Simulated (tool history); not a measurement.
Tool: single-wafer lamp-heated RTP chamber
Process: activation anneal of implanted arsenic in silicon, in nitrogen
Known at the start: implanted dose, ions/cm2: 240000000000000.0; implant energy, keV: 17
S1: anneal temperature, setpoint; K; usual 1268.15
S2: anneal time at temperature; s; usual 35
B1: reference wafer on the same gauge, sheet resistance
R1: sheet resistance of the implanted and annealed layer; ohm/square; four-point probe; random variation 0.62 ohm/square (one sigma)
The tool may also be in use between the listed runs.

run    hour       S1  S2      B1      R1
  1       0  1268.15  35  490.03  413.64
  2    53.9  1268.15  35  490.26  415.28
  3     125  1268.15  35  490.02  413.43
  4   179.3  1268.15  35  489.79  412.34
      202.5  -- pyrometer window cleaned and pyrometer calibrated
      235.8  -- reflector plate cleaned
  5   256.7  1268.15  35  489.83   414.5
  6   299.1  1268.15  27  489.71   416.7
  7   361.8  1268.15  35  489.91  413.58
  8   427.7  1268.15  35  489.96  412.87
  9   498.3  1268.15  35  489.88  414.34
      560.9  -- pyrometer window cleaned and pyrometer calibrated
 10   585.8  1268.15  35  490.33  415.06
 11   660.6  1268.15  56  489.77  410.57
 12   752.1  1246.15  54  489.72  415.66
      826.1  -- gauge calibrated
      892.5  -- pyrometer window cleaned and pyrometer calibrated
 13   960.6  1293.15  35  490.12  408.12
 14  1138.8  1244.15  54  489.97   414.8
     1176.6  -- reflector plate cleaned
 15  1214.3  1254.15  16     490  420.03
     1238.2  -- pyrometer window cleaned and pyrometer calibrated
 16  1476.8  1250.15  50  489.96  412.96
 17  1518.6  1297.15  55  490.07  401.56
 18  1615.1  1268.15  35  490.14  413.27
     1646.4  -- pyrometer window cleaned and pyrometer calibrated
 19  1690.9  1268.15  56  490.31  410.45
 20  1760.9  1260.15  54  489.93  411.66
 21  1825.6  1255.15  28  490.21  417.43

Forecast each of these 3 alternatives for the next run:
  A  1826  1268.15  35   ?   ?
  B  1826  1246.15  44   ?   ?
  C  1826  1252.15  43   ?   ?

run      B1      R1
  A  490.16  414.22
  B  490.16  416.24
  C  490.16  415.46
Without the tool's hidden state the same runs would have given:
run      R1
  A  415.33
  B   417.2
  C  416.46

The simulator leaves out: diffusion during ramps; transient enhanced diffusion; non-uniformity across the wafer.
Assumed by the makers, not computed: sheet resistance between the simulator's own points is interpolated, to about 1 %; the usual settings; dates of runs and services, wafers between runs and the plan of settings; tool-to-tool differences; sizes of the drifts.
